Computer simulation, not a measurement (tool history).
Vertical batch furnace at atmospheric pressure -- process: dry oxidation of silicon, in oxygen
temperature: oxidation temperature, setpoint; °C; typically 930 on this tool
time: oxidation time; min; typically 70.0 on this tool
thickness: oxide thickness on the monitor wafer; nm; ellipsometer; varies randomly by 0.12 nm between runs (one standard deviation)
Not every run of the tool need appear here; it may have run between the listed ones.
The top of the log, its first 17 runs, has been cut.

run	hour	temperature	time	read-back reference wafer on the same gauge, thickness	thickness
18	390.5	930	70.0	30.40	34.99
19	455.3	930	70.0	30.41	35.02
20	480.3	913	85.0	30.38	33.94
21	494.3	930	57.0	30.41	31.30
22	511.9	930	70.0	30.41	35.17
23	546.4	950	93.0	30.42	49.96
24	579.7	954	41.5	30.42	32.25
25	614.6	930	70.0	30.38	35.37
26	641.4	930	82.5	30.38	38.95
# hour 671.2: gauge calibrated
# hour 688.0: boat lift adjusted
# hour 708.3: thermocouples replaced and temperature profile calibrated
27	708.8	906	82.0	30.46	30.41
28	713.1	930	70.0	30.39	33.57
29	742.8	916	60.0	30.43	27.98
30	764.3	913	70.0	30.38	29.31
31	838.4	930	70.0	30.39	33.90
32	857.6	930	70.0	30.43	33.71
33	888.3	906	82.0	30.42	30.35
34	915.4	930	70.0	30.36	33.69
35	930.1	930	70.0	30.36	33.80
36	953.5	948	57.0	30.39	35.02
37	1003.7	908	48.5	30.38	23.75
38	1021.6	945	46.0	30.36	30.39
39	1050.6	919	70.0	30.36	31.10
40	1074.5	919	44.0	30.42	24.46

Forecast each of these 3 alternatives for the next run:
A	1078.9	945	70.0	?	?
B	1078.9	906	70.0	?	?
C	1078.9	930	80.5	?	?

run	read-back reference wafer on the same gauge, thickness	thickness
A	30.38	38.50
B	30.38	27.99
C	30.38	36.72
With the hidden condition removed and each run's random variation left untouched, the same runs would have given:
run	thickness
A	38.24
B	27.82
C	36.47
